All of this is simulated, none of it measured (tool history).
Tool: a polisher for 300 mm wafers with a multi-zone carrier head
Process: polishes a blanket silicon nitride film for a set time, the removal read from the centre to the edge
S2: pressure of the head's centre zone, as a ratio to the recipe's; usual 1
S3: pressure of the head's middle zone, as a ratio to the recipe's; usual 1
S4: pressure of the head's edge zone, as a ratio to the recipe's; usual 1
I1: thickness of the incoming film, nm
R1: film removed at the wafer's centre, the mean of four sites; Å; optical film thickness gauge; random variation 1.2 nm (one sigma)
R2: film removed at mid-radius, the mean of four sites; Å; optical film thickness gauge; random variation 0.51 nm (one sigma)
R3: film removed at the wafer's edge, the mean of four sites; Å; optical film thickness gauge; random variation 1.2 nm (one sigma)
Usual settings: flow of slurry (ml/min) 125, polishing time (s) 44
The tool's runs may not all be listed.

{"run": 1, "day": 0.0, "flow of slurry (ml/min)": 125, "S2": 1, "S3": 1, "S4": 1.06, "polishing time (s)": 44, "I1": 416.8, "R1": 822, "R2": 802, "R3": 828}
{"run": 2, "day": 0.467, "flow of slurry (ml/min)": 125, "S2": 1, "S3": 1, "S4": 1, "polishing time (s)": 44, "I1": 416.9, "R1": 767, "R2": 783, "R3": 823}
{"run": 3, "day": 1.025, "flow of slurry (ml/min)": 125, "S2": 1, "S3": 1, "S4": 1, "polishing time (s)": 44, "I1": 422.7, "R1": 783, "R2": 768, "R3": 785}
{"run": 4, "day": 1.296, "flow of slurry (ml/min)": 125, "S2": 1, "S3": 1.07, "S4": 1, "polishing time (s)": 44, "I1": 418.4, "R1": 762, "R2": 799, "R3": 783}
{"run": 5, "day": 1.796, "flow of slurry (ml/min)": 125, "S2": 1, "S3": 1.07, "S4": 1, "polishing time (s)": 44, "I1": 412.5, "R1": 745, "R2": 787, "R3": 758}
{"run": 6, "day": 2.108, "flow of slurry (ml/min)": 125, "S2": 1, "S3": 1, "S4": 1, "polishing time (s)": 54, "I1": 417.3, "R1": 917, "R2": 915, "R3": 940}
{"day": 2.204, "done": "slurry nozzle cleaned"}
{"run": 7, "day": 2.679, "flow of slurry (ml/min)": 125, "S2": 1, "S3": 1, "S4": 1, "polishing time (s)": 54, "I1": 419.9, "R1": 903, "R2": 877, "R3": 902}
{"day": 2.933, "done": "worn pad replaced by a new one"}
{"day": 3.188, "done": "centre zone pressure recalibrated"}
{"day": 4.388, "done": "edge zone pressure recalibrated"}
{"run": 8, "day": 4.408, "flow of slurry (ml/min)": 170, "S2": 0.92, "S3": 1.07, "S4": 1, "polishing time (s)": 52, "I1": 415.5, "R1": 909, "R2": 1004, "R3": 982}
{"run": 9, "day": 4.771, "flow of slurry (ml/min)": 90, "S2": 0.92, "S3": 0.91, "S4": 1, "polishing time (s)": 34, "I1": 416.6, "R1": 485, "R2": 485, "R3": 569}
{"run": 10, "day": 5.325, "flow of slurry (ml/min)": 170, "S2": 0.89, "S3": 1, "S4": 0.96, "polishing time (s)": 44, "I1": 420, "R1": 709, "R2": 785, "R3": 774}
{"run": 11, "day": 5.912, "flow of slurry (ml/min)": 145, "S2": 0.9, "S3": 1, "S4": 1, "polishing time (s)": 44, "I1": 417.4, "R1": 672, "R2": 738, "R3": 775}
{"run": 12, "day": 6.246, "flow of slurry (ml/min)": 95, "S2": 0.94, "S3": 0.93, "S4": 1, "polishing time (s)": 44, "I1": 419.5, "R1": 605, "R2": 613, "R3": 688}
{"day": 6.608, "done": "worn pad replaced by a new one"}
{"run": 13, "day": 7.017, "flow of slurry (ml/min)": 125, "S2": 1, "S3": 1, "S4": 1.04, "polishing time (s)": 44, "I1": 422.9, "R1": 801, "R2": 784, "R3": 853}
{"run": 14, "day": 7.275, "flow of slurry (ml/min)": 125, "S2": 0.96, "S3": 1, "S4": 1.05, "polishing time (s)": 34, "I1": 412.8, "R1": 574, "R2": 602, "R3": 625}
{"run": 15, "day": 7.788, "flow of slurry (ml/min)": 125, "S2": 1, "S3": 1, "S4": 1, "polishing time (s)": 49, "I1": 424.2, "R1": 865, "R2": 852, "R3": 884}
{"run": 16, "day": 8.504, "flow of slurry (ml/min)": 125, "S2": 1, "S3": 1, "S4": 0.95, "polishing time (s)": 44, "I1": 417.6, "R1": 734, "R2": 741, "R3": 748}
{"day": 9.838, "done": "carrier head's membrane replaced by a new one"}
{"day": 9.996, "done": "worn pad replaced by a new one"}
{"run": 17, "day": 10.7, "flow of slurry (ml/min)": 125, "S2": 1.09, "S3": 0.88, "S4": 1, "polishing time (s)": 58, "I1": 420.6, "R1": 1098, "R2": 922, "R3": 1065}
{"run": 18, "day": 11.217, "flow of slurry (ml/min)": 125, "S2": 1, "S3": 1, "S4": 1, "polishing time (s)": 44, "I1": 416.6, "R1": 782, "R2": 764, "R3": 782}
{"run": 19, "day": 11.562, "flow of slurry (ml/min)": 125, "S2": 1, "S3": 1, "S4": 1, "polishing time (s)": 44, "I1": 415.7, "R1": 741, "R2": 744, "R3": 772}
{"run": 20, "day": 11.875, "flow of slurry (ml/min)": 125, "S2": 0.92, "S3": 1, "S4": 1, "polishing time (s)": 55, "I1": 418.2, "R1": 862, "R2": 926, "R3": 963}
{"run": 21, "day": 12.162, "flow of slurry (ml/min)": 125, "S2": 1, "S3": 1, "S4": 1, "polishing time (s)": 44, "I1": 422.5, "R1": 761, "R2": 740, "R3": 777}
{"run": 22, "day": 12.712, "flow of slurry (ml/min)": 125, "S2": 1, "S3": 1.04, "S4": 1.11, "polishing time (s)": 44, "I1": 425.9, "R1": 717, "R2": 751, "R3": 776}
{"day": 12.912, "done": "worn pad replaced by a new one"}
{"run": 23, "day": 13.329, "flow of slurry (ml/min)": 85, "S2": 1, "S3": 1, "S4": 1.06, "polishing time (s)": 44, "I1": 417.9, "R1": 705, "R2": 702, "R3": 786}

Forecast each of these 3 alternatives for the next run:
{"run": "A", "day": 13.346, "flow of slurry (ml/min)": 125, "S2": 1, "S3": 1, "S4": 1.09, "polishing time (s)": 44, "I1": 427.5, "R1": "?", "R2": "?", "R3": "?"}
{"run": "B", "day": 13.346, "flow of slurry (ml/min)": 100, "S2": 1, "S3": 0.97, "S4": 1, "polishing time (s)": 44, "I1": 427.5, "R1": "?", "R2": "?", "R3": "?"}
{"run": "C", "day": 13.346, "flow of slurry (ml/min)": 125, "S2": 0.91, "S3": 1.1, "S4": 1, "polishing time (s)": 54, "I1": 427.5, "R1": "?", "R2": "?", "R3": "?"}

run=A R1=791 R2=788 R3=859
run=B R1=735 R2=722 R3=789
run=C R1=883 R2=1050 R3=1009
Without the tool's hidden state the same runs would have given:
run=A R1=810 R2=808 R3=880
run=B R1=754 R2=739 R3=808
run=C R1=905 R2=1076 R3=1034

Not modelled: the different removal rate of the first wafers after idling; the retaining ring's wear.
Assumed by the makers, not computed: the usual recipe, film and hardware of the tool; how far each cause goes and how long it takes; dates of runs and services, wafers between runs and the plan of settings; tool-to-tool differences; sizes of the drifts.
